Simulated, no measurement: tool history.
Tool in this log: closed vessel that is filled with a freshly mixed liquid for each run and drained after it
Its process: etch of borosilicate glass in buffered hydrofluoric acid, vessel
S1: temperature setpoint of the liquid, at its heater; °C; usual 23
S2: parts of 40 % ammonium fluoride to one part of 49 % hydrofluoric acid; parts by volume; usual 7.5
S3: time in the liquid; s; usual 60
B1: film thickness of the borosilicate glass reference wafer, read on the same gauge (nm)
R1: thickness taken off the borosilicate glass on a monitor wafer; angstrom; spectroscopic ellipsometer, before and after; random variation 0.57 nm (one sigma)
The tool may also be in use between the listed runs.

Run 1, hour 0: usual settings; B1 50. Result: R1 737.5 angstrom.
Run 2, hour 30.5: usual settings; B1 50.01. Result: R1 736.8 angstrom.
Run 3, hour 46.8: usual settings; B1 50.01. Result: R1 723.4 angstrom.
Run 4, hour 61: usual settings; B1 50.01. Result: R1 728.4 angstrom.
At hour 77.5: gauge calibrated.
Run 5, hour 83.9: usual settings; B1 50. Result: R1 721.9 angstrom.
Run 6, hour 105: usual settings; B1 50.01. Result: R1 724.4 angstrom.
Run 7, hour 122.6: usual settings; B1 50.02. Result: R1 715.1 angstrom.
Run 8, hour 152.4: usual settings but S2 6 parts by volume, S3 45 s; B1 50. Result: R1 689.8 angstrom.
At hour 165.9: hydrofluoric acid flow meter replaced.
Run 9, hour 174.7: usual settings but S2 6 parts by volume, S3 45 s; B1 50. Result: R1 774.4 angstrom.
Run 10, hour 192.2: usual settings but S2 6 parts by volume, S3 45 s; B1 49.97. Result: R1 764.9 angstrom.
Run 11, hour 242.5: usual settings; B1 49.99. Result: R1 811.5 angstrom.
Run 12, hour 277: usual settings but S1 25.5 °C; B1 50.02. Result: R1 930.6 angstrom.
At hour 280: thermometer replaced.
Run 13, hour 299: usual settings but S1 19.5 °C, S2 6.5 parts by volume, S3 75 s; B1 49.99. Result: R1 1100 angstrom.
Run 14, hour 328.7: usual settings but S1 24.5 °C, S2 6 parts by volume, S3 35 s; B1 50. Result: R1 719.4 angstrom.
At hour 329.6: gauge calibrated.
Run 15, hour 350.6: usual settings but S1 20 °C, S3 30 s; B1 50.01. Result: R1 390.7 angstrom.
Run 16, hour 367.7: usual settings but S1 26 °C; B1 50.01. Result: R1 1064.5 angstrom.
Run 17, hour 386.7: usual settings but S1 27.5 °C, S2 10 parts by volume, S3 85 s; B1 49.99. Result: R1 1262.4 angstrom.
Run 18, hour 414: usual settings but S1 26 °C, S2 5.5 parts by volume, S3 40 s; B1 50. Result: R1 958.2 angstrom.

What if the next run were any one of these 5? Each begins from the tool's condition after run 18:
Run A, hour 414.7: usual settings but S3 40 s; B1 ?. Result: R1 ?.
Run B, hour 414.7: usual settings but S1 21 °C, S2 6.5 parts by volume, S3 70 s; B1 ?. Result: R1 ?.
Run C, hour 414.7: usual settings but S2 9 parts by volume, S3 45 s; B1 ?. Result: R1 ?.
Run D, hour 414.7: usual settings but S2 9 parts by volume, S3 30 s; B1 ?. Result: R1 ?.
Run E, hour 414.7: usual settings but S2 9 parts by volume, S3 85 s; B1 ?. Result: R1 ?.

run     B1      R1
  A  49.99   607.9
  B  49.99  1108.2
  C  49.99   566.7
  D  49.99   377.8
  E  49.99  1070.4
What these runs would have given with no unlogged condition in the tool:
run      R1
  A   635.3
  B  1151.6
  C   584.5
  D   389.7
  E    1104

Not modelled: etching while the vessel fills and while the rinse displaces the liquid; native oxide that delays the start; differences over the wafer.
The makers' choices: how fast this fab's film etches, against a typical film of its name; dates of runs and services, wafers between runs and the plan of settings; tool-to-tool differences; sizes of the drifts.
